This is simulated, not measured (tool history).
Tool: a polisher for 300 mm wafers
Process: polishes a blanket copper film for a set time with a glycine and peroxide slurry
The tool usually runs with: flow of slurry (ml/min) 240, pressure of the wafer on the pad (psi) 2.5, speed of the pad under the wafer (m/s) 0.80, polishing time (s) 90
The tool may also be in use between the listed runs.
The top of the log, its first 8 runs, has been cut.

run	hour	flow of slurry (ml/min)	pressure of the wafer on the pad (psi)	speed of the pad under the wafer (m/s)	polishing time (s)	incoming thickness of the incoming film, nm	film removed (Å)
9	99.5	240	2.5	0.72	90	1907.0	2501
10	116.2	240	2.5	0.80	90	1970.0	2705
11	132.0	240	2.5	0.80	90	1949.2	2606
# hour 148.9: worn pad replaced by a new one
12	149.4	240	2.5	0.80	90	1950.4	2987
13	157.2	240	2.5	0.80	90	1946.5	2911
14	169.6	275	2.5	0.66	90	1959.6	2436
15	183.9	275	2.5	0.66	90	1955.6	2421
16	196.9	275	2.5	0.66	90	1947.3	2317
17	211.9	240	2.5	0.80	90	1934.6	2686
18	224.3	240	2.5	0.80	90	1945.4	2705
19	231.5	240	2.5	0.80	90	1944.7	2614
20	242.4	290	3.1	0.80	90	1933.2	3097
# hour 245.7: slurry nozzle cleaned
21	253.9	240	2.5	0.80	90	1910.3	2599
# hour 285.9: head pressure recalibrated
# hour 290.0: worn pad replaced by a new one
22	290.5	240	2.9	0.60	90	1969.7	2704
23	295.6	240	1.9	0.80	90	1945.6	2576
24	303.9	205	1.7	1.02	67	1966.6	2043
25	313.8	240	2.5	0.70	77	1962.6	2268
26	326.4	240	2.5	0.60	120	1917.7	2984
27	343.6	240	2.1	0.80	110	1976.9	3027
28	360.1	190	2.5	0.80	90	1915.2	2646
29	372.5	175	2.5	1.04	69	1926.4	2460
30	384.7	240	2.5	0.80	90	1960.0	2689
31	397.2	175	2.8	0.80	90	1948.0	2831
# hour 439.4: worn pad replaced by a new one
32	439.9	200	2.5	0.92	73	1961.4	2673

Branching from run 32: 3 alternative next runs. What would each branch give?
A	440.3	240	2.5	0.80	116	1936.9	?
B	440.3	165	1.7	0.80	80	1936.9	?
C	440.3	240	2.1	0.80	90	1936.9	?

run	film removed (Å)
A	3884
B	2062
C	2704
Without the tool's hidden state the same runs would have given:
run	film removed (Å)
A	4071
B	2155
C	2830

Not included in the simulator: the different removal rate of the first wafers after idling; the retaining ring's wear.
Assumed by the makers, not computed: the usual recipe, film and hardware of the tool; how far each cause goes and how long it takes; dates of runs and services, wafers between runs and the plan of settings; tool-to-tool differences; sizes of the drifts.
